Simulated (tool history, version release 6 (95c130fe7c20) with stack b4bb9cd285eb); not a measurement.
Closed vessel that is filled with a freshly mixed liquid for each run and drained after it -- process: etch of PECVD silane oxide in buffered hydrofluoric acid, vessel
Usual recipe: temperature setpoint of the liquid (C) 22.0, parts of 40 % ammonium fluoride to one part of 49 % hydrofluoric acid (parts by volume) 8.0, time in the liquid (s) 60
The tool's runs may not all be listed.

run     day  temperature setpoint of the liquid (C)  parts of 40 % ammonium fluoride to one part of 49 % hydrofluoric acid (parts by volume)  time in the liquid (s)  wafers since the last listed run  hours since the thermometer was replaced  hours since the hydrofluoric acid flow meter was replaced  hours since the gauge calibration  read-back film thickness of the PECVD silane oxide reference wafer, read on the same gauge (nm)  thickness taken off the PECVD silane oxide on a monitor wafer (nm)
  1   0.000                                    22.0                                                                                      6.0                      60                                 0                                    2652.1                                                      328.4                              203.4                                                                                            79.99                                                              284.45
  2   1.108                                    25.5                                                                                      8.0                      60                              1726                                    2678.7                                                      355.0                              230.0                                                                                            80.02                                                              257.03
  3   4.850                                    25.5                                                                                      8.0                      60                              5829                                    2768.5                                                      444.8                              319.8                                                                                            80.04                                                              260.08
  4   7.733                                    25.5                                                                                      8.0                      60                              4491                                    2837.7                                                      514.0                              389.0                                                                                            79.99                                                              257.80
  5  10.333                                    22.0                                                                                      8.0                      60                              4050                                    2900.1                                                      576.4                              451.4                                                                                            79.99                                                              213.52
  6  11.633                                    22.0                                                                                      8.0                      60                              2025                                    2931.3                                                      607.6                              482.6                                                                                            80.03                                                              211.59
     13.788  -- hydrofluoric acid flow meter replaced
  7  14.167                                    25.5                                                                                      8.0                      75                              3881                                    2992.1                                                        9.1                              543.4                                                                                            80.01                                                              320.10
  8  15.204                                    25.5                                                                                      8.0                      75                              1616                                    3017.0                                                       34.0                              568.3                                                                                            79.98                                                              317.45
  9  16.642                                    25.5                                                                                      8.0                      75                              2239                                    3051.5                                                       68.5                              602.8                                                                                            80.01                                                              316.15
     17.371  -- gauge calibrated
 10  18.571                                    25.5                                                                                      8.0                      75                              3005                                    3097.8                                                      114.8                               28.8                                                                                            79.99                                                              318.41

Run 11 comes next. What will it give?
 11  20.579                                    24.0                                                                                     10.5                      60                              3128                                    3146.0                                                      163.0                               77.0                                                                                                ?                                                                   ?

read-back film thickness of the PECVD silane oxide reference wafer, read on the same gauge (nm): 79.98
thickness taken off the PECVD silane oxide on a monitor wafer (nm): 185.10
Take away the tool's hidden state, keep the run-to-run variation as it was, and the same run would have given thickness taken off the PECVD silane oxide on a monitor wafer (nm) 185.10.
